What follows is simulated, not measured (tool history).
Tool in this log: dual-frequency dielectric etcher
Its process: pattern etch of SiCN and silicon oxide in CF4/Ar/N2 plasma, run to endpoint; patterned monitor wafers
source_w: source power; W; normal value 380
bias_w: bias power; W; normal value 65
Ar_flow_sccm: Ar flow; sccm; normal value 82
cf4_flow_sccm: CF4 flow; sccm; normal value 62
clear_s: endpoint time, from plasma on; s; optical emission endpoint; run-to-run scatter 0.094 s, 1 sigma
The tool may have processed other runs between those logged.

run	hour	source_w	bias_w	Ar_flow_sccm	cf4_flow_sccm	wafers since the last listed run	hours since the last wet clean	hours since the last source power generator calibration	hours since the last bias power generator calibration	hours since the last Ar flow controller change	hours since the last CF4 flow controller change	hours since the last upper electrode change	incoming incoming film thickness, nm	clear_s
1	0.0	380	65	82	62	0	153.7	2615.8	785.8	1024.6	1816.2	3467.4	8.31	12.3
2	62.0	380	75	82	62	674	215.7	2677.8	847.8	1086.6	1878.2	3529.4	8.29	11.9
3	158.3	380	75	82	62	1047	312.0	2774.1	944.1	1182.9	1974.5	3625.7	8.36	12.2
4	230.3	380	65	82	62	782	384.0	2846.1	1016.1	1254.9	2046.5	3697.7	8.46	12.8
# hour 290.7: wet clean of the chamber
5	291.2	380	65	82	62	401	0.5	2907.0	1077.0	1315.8	2107.4	3758.6	8.45	12.2
6	375.7	380	69	82	62	918	85.0	2991.5	1161.5	1400.3	2191.9	3843.1	8.45	12.1
7	417.4	380	69	82	62	453	126.7	3033.2	1203.2	1442.0	2233.6	3884.8	8.37	11.9
8	468.8	380	65	82	62	558	178.1	3084.6	1254.6	1493.4	2285.0	3936.2	8.40	12.2
9	574.1	380	65	82	62	1145	283.4	3189.9	1359.9	1598.7	2390.3	4041.5	8.39	12.3
# hour 652.8: wet clean of the chamber
# hour 670.1: upper electrode replaced
10	670.6	380	65	82	62	600	17.8	3286.4	1456.4	1695.2	2486.8	0.5	8.36	12.2
11	683.1	380	65	82	62	135	30.3	3298.9	1468.9	1707.7	2499.3	13.0	8.42	12.1
# hour 787.5: CF4 flow controller replaced
12	788.0	380	51	82	62	1075	135.2	3403.8	1573.8	1812.6	0.5	117.9	8.39	12.9
13	842.8	380	65	82	62	595	190.0	3458.6	1628.6	1867.4	55.3	172.7	8.35	12.4
# hour 858.6: Ar flow controller replaced
14	917.5	480	65	82	62	747	264.7	3533.3	1703.3	58.9	130.0	247.4	8.43	10.7
# hour 968.8: bias power generator calibrated
15	970.9	380	56	82	68	537	318.1	3586.7	2.1	112.3	183.4	300.8	8.34	13.0
# hour 1075.4: source power generator calibrated
# hour 1084.5: wet clean of the chamber
16	1085.0	430	75	76	72	1098	0.5	9.6	116.2	226.4	297.5	414.9	8.41	10.5
17	1171.4	300	52	91	69	939	86.9	96.0	202.6	312.8	383.9	501.3	8.43	14.9
18	1216.2	460	65	73	62	487	131.7	140.8	247.4	357.6	428.7	546.1	8.42	10.6
19	1320.0	380	65	82	62	1128	235.5	244.6	351.2	461.4	532.5	649.9	8.35	12.3
20	1372.7	280	65	99	68	573	288.2	297.3	403.9	514.1	585.2	702.6	8.37	15.4
# hour 1463.0: wet clean of the chamber
21	1463.5	410	76	99	47	726	0.5	388.1	494.7	604.9	676.0	793.4	8.42	12.0
22	1560.2	380	65	82	62	1051	97.2	484.8	591.4	701.6	772.7	890.1	8.37	12.3

5 options for the next run, each taken on its own from the tool as it stands now. Forecast them:
A	1560.6	380	65	82	62	4	97.6	485.2	591.8	702.0	773.1	890.5	8.32	?
B	1560.6	380	51	100	52	4	97.6	485.2	591.8	702.0	773.1	890.5	8.32	?
C	1560.6	380	65	76	62	4	97.6	485.2	591.8	702.0	773.1	890.5	8.32	?
D	1560.6	380	55	76	62	4	97.6	485.2	591.8	702.0	773.1	890.5	8.32	?
E	1560.6	440	73	82	62	4	97.6	485.2	591.8	702.0	773.1	890.5	8.32	?

run	clear_s
A	12.2
B	13.7
C	12.1
D	12.5
E	10.8
Without the tool's unlogged condition, the same runs would have read:
run	clear_s
A	12.1
B	13.5
C	11.9
D	12.3
E	10.6
